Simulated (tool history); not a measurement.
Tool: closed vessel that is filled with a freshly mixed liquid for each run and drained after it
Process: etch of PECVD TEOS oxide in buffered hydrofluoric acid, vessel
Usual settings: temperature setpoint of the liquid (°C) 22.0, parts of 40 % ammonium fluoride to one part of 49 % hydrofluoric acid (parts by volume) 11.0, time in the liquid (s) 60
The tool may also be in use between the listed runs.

run	hour	temperature setpoint of the liquid (°C)	parts of 40 % ammonium fluoride to one part of 49 % hydrofluoric acid (parts by volume)	time in the liquid (s)	wafers since the last listed run	hours since the thermometer was replaced	hours since the hydrofluoric acid flow meter was replaced	hours since the gauge calibration	read-back film thickness of the PECVD TEOS oxide reference wafer, read on the same gauge (nm)	thickness taken off the PECVD TEOS oxide on a monitor wafer (Å)
1	0.0	22.0	11.0	60	0	1439.8	506.1	371.5	129.98	850.0
2	35.4	22.0	11.0	60	4782	1475.2	541.5	406.9	129.97	854.4
3	64.4	22.0	11.0	60	3917	1504.2	570.5	435.9	130.02	855.6
4	92.8	22.0	11.0	60	3836	1532.6	598.9	464.3	129.97	852.6
5	106.7	22.0	11.0	60	1877	1546.5	612.8	478.2	129.98	852.9
6	135.7	22.0	11.0	60	3917	1575.5	641.8	507.2	130.02	845.9
7	156.1	26.0	11.0	60	2755	1595.9	662.2	527.6	130.01	1057.0
8	184.4	22.0	11.0	60	3823	1624.2	690.5	555.9	129.99	847.4
9	197.4	22.0	11.0	60	1756	1637.2	703.5	568.9	130.02	843.0
10	229.0	19.0	11.0	60	4269	1668.8	735.1	600.5	130.04	714.0
# hour 233.6: gauge calibrated
11	252.8	19.0	11.0	60	3215	1692.6	758.9	19.2	130.02	715.8
12	276.8	19.0	11.0	60	3242	1716.6	782.9	43.2	130.00	716.9
13	290.2	22.0	11.0	60	1810	1730.0	796.3	56.6	129.99	848.9
14	312.7	22.0	11.0	60	3039	1752.5	818.8	79.1	129.98	847.3
15	331.7	18.5	11.0	30	2566	1771.5	837.8	98.1	130.02	346.3
# hour 387.7: hydrofluoric acid flow meter replaced
16	390.2	19.0	11.0	60	7768	1830.0	2.5	156.6	129.99	733.1
17	410.1	25.0	12.5	30	2688	1849.9	22.4	176.5	129.97	451.4
# hour 487.6: thermometer replaced
18	493.3	22.0	15.0	90	11104	5.7	105.6	259.7	129.99	958.2
19	592.2	22.0	11.0	60	13361	104.6	204.5	358.6	130.00	866.3
20	618.9	22.0	15.5	70	3607	131.3	231.2	385.3	130.03	718.2
21	634.7	22.0	8.5	70	2134	147.1	247.0	401.1	130.01	1251.9
22	669.1	22.0	11.0	60	4647	181.5	281.4	435.5	129.99	863.8
23	704.6	19.5	11.0	35	4795	217.0	316.9	471.0	130.03	438.8
24	725.2	25.0	7.5	60	2783	237.6	337.5	491.6	129.99	1442.9
25	747.3	26.0	13.0	90	2985	259.7	359.6	513.7	130.01	1374.1
26	760.9	22.0	11.0	60	1837	273.3	373.2	527.3	129.99	862.0

How the hidden state differs across the entries between the runs, from the last listed run before each to the first after it:
Between runs 10 and 11: gauge calibrated (hour 233.6)
  hydrofluoric acid flow below the setpoint (%): 2.68 -> 2.76
  measured less the result without the state, thickness taken off the PECVD TEOS oxide on a monitor wafer (Å): -19.2 -> -19.8
Between runs 15 and 16: hydrofluoric acid flow meter replaced (hour 387.7)
  hydrofluoric acid flow below the setpoint (%): 3.01 -> 0.0493
  measured less the result without the state, thickness taken off the PECVD TEOS oxide on a monitor wafer (Å): -10.5 -> -0.3
Between runs 17 and 18: thermometer replaced (hour 487.6)
  hydrofluoric acid flow below the setpoint (%): 0.112 -> 0.375
  measured less the result without the state, thickness taken off the PECVD TEOS oxide on a monitor wafer (Å): -0.5 -> -3.5

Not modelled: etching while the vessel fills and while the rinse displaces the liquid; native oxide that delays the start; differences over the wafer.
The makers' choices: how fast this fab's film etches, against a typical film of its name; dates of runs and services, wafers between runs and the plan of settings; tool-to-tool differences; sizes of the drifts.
